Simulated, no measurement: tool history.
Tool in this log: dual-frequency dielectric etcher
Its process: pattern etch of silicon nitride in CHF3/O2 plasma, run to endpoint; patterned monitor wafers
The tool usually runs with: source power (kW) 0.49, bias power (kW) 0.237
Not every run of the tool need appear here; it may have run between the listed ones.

run,hour,source power (kW),bias power (kW),wafers since the last listed run,hours since the last wet clean,hours since the last source power generator calibration,hours since the last bias power generator calibration,hours since the last upper electrode change,"incoming incoming film thickness, nm",endpoint time (s)
1,0,0.46,0.237,0,296.6,2946.4,3128.1,2098,64.9,48.6
2,15.3,0.46,0.237,198,311.9,2961.7,3143.4,2113.3,65.2,48.8
3,34.9,0.49,0.237,254,331.5,2981.3,3163,2132.9,64.3,47
4,54.7,0.49,0.237,256,351.3,3001.1,3182.8,2152.7,64.4,46.9
5,77.9,0.49,0.237,301,374.5,3024.3,3206,2175.9,65.2,47.2
6,90.5,0.49,0.237,163,387.1,3036.9,3218.6,2188.5,64.6,46.6
# hour 107.8: source power generator calibrated
# hour 123.4: wet clean of the chamber
# hour 128.9: bias power generator calibrated
# hour 142.4: upper electrode replaced
7,142.9,0.49,0.237,199,19.5,35.1,14,0.5,64.7,48.8
8,147.3,0.44,0.29,57,23.9,39.5,18.4,4.9,64.2,49.1
9,189.9,0.49,0.264,552,66.5,82.1,61,47.5,64.8,48
10,218.3,0.6,0.198,368,94.9,110.5,89.4,75.9,65.1,46.9
11,243.1,0.49,0.237,321,119.7,135.3,114.2,100.7,64.9,48.6
12,271,0.49,0.287,362,147.6,163.2,142.1,128.6,64.7,46.8
13,302.7,0.49,0.237,411,179.3,194.9,173.8,160.3,64.7,48.3
14,327.2,0.58,0.214,317,203.8,219.4,198.3,184.8,65.1,47

Each row is a separate what-if for the run after 14, all from the same tool condition, not one after another. Results?
A,327.6,0.49,0.296,5,204.2,219.8,198.7,185.2,64.1,?
B,327.6,0.42,0.272,5,204.2,219.8,198.7,185.2,64.1,?
C,327.6,0.56,0.188,5,204.2,219.8,198.7,185.2,64.1,?
D,327.6,0.43,0.292,5,204.2,219.8,198.7,185.2,64.1,?
E,327.6,0.46,0.196,5,204.2,219.8,198.7,185.2,64.1,?

run,endpoint time (s)
A,46
B,49.2
C,47.6
D,48.2
E,50.6
Take away the tool's hidden state, keep each run's random variation, and the runs would have read:
run,endpoint time (s)
A,46.7
B,50.1
C,48.4
D,49
E,51.5
